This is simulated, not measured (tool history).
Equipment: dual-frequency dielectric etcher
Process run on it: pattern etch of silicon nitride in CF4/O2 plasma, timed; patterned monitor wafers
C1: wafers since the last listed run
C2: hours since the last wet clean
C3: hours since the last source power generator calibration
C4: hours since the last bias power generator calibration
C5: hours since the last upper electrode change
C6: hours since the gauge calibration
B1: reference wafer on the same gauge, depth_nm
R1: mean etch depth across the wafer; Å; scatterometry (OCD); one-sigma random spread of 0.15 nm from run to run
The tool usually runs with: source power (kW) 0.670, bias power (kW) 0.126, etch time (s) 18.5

run 1 day=0.000 | source_power_(kW)=0.730 bias_power_(kW)=0.126 etch_time_(s)=18.5 | C1=0 C2=395.5 C3=2641.1 C4=3681.1 C5=4056.2 C6=114.6 | B1=43.02 | R1=462.9
run 2 day=0.408 | source_power_(kW)=0.730 bias_power_(kW)=0.126 etch_time_(s)=18.5 | C1=204 C2=405.3 C3=2650.9 C4=3690.9 C5=4066.0 C6=124.4 | B1=42.97 | R1=463.5
run 3 day=1.404 | source_power_(kW)=0.730 bias_power_(kW)=0.126 etch_time_(s)=18.5 | C1=499 C2=429.2 C3=2674.8 C4=3714.8 C5=4089.9 C6=148.3 | B1=43.02 | R1=468.7
run 4 day=1.754 | source_power_(kW)=0.670 bias_power_(kW)=0.126 etch_time_(s)=18.5 | C1=175 C2=437.6 C3=2683.2 C4=3723.2 C5=4098.3 C6=156.7 | B1=43.00 | R1=431.2
-- day=2.600 gauge calibrated
-- day=2.604 bias power generator calibrated
-- day=3.162 upper electrode replaced
-- day=3.621 wet clean of the chamber
-- day=3.667 source power generator calibrated
run 5 day=3.688 | source_power_(kW)=0.670 bias_power_(kW)=0.126 etch_time_(s)=18.5 | C1=353 C2=1.6 C3=0.5 C4=26.0 C5=12.6 C6=26.1 | B1=43.05 | R1=413.1
run 6 day=3.979 | source_power_(kW)=0.670 bias_power_(kW)=0.126 etch_time_(s)=18.5 | C1=146 C2=8.6 C3=7.5 C4=33.0 C5=19.6 C6=33.1 | B1=43.03 | R1=409.6
run 7 day=4.296 | source_power_(kW)=0.670 bias_power_(kW)=0.126 etch_time_(s)=18.5 | C1=158 C2=16.2 C3=15.1 C4=40.6 C5=27.2 C6=40.7 | B1=43.00 | R1=410.0
run 8 day=4.579 | source_power_(kW)=0.760 bias_power_(kW)=0.126 etch_time_(s)=23.5 | C1=142 C2=23.0 C3=21.9 C4=47.4 C5=34.0 C6=47.5 | B1=43.04 | R1=581.8
run 9 day=5.254 | source_power_(kW)=0.670 bias_power_(kW)=0.108 etch_time_(s)=21.0 | C1=338 C2=39.2 C3=38.1 C4=63.6 C5=50.2 C6=63.7 | B1=43.02 | R1=451.6
run 10 day=5.979 | source_power_(kW)=0.750 bias_power_(kW)=0.106 etch_time_(s)=15.0 | C1=363 C2=56.6 C3=55.5 C4=81.0 C5=67.6 C6=81.1 | B1=43.02 | R1=354.0
run 11 day=6.296 | source_power_(kW)=0.610 bias_power_(kW)=0.110 etch_time_(s)=18.5 | C1=158 C2=64.2 C3=63.1 C4=88.6 C5=75.2 C6=88.7 | B1=42.98 | R1=368.6
run 12 day=6.683 | source_power_(kW)=0.670 bias_power_(kW)=0.126 etch_time_(s)=18.5 | C1=194 C2=73.5 C3=72.4 C4=97.9 C5=84.5 C6=98.0 | B1=43.01 | R1=413.8
run 13 day=7.333 | source_power_(kW)=0.670 bias_power_(kW)=0.126 etch_time_(s)=18.5 | C1=326 C2=89.1 C3=88.0 C4=113.5 C5=100.1 C6=113.6 | B1=43.05 | R1=416.2
run 14 day=7.754 | source_power_(kW)=0.670 bias_power_(kW)=0.104 etch_time_(s)=18.5 | C1=211 C2=99.2 C3=98.1 C4=123.6 C5=110.2 C6=123.7 | B1=42.99 | R1=398.3

Here are 5 independent what-if runs from the current tool condition. What would each one return?
run A day=7.771 | source_power_(kW)=0.670 bias_power_(kW)=0.126 etch_time_(s)=18.5 | C1=8 C2=99.6 C3=98.5 C4=124.0 C5=110.6 C6=124.1 | B1=? | R1=?
run B day=7.771 | source_power_(kW)=0.670 bias_power_(kW)=0.126 etch_time_(s)=16.5 | C1=8 C2=99.6 C3=98.5 C4=124.0 C5=110.6 C6=124.1 | B1=? | R1=?
run C day=7.771 | source_power_(kW)=0.500 bias_power_(kW)=0.141 etch_time_(s)=15.5 | C1=8 C2=99.6 C3=98.5 C4=124.0 C5=110.6 C6=124.1 | B1=? | R1=?
run D day=7.771 | source_power_(kW)=0.760 bias_power_(kW)=0.126 etch_time_(s)=18.5 | C1=8 C2=99.6 C3=98.5 C4=124.0 C5=110.6 C6=124.1 | B1=? | R1=?
run E day=7.771 | source_power_(kW)=0.790 bias_power_(kW)=0.126 etch_time_(s)=18.5 | C1=8 C2=99.6 C3=98.5 C4=124.0 C5=110.6 C6=124.1 | B1=? | R1=?

run=A B1=43.01 R1=417.8
run=B B1=43.01 R1=372.6
run=C B1=43.01 R1=283.7
run=D B1=43.01 R1=464.1
run=E B1=43.01 R1=479.4
With no hidden state in the tool, these same runs would have given:
run=A R1=412.8
run=B R1=368.2
run=C R1=280.3
run=D R1=458.5
run=E R1=473.7
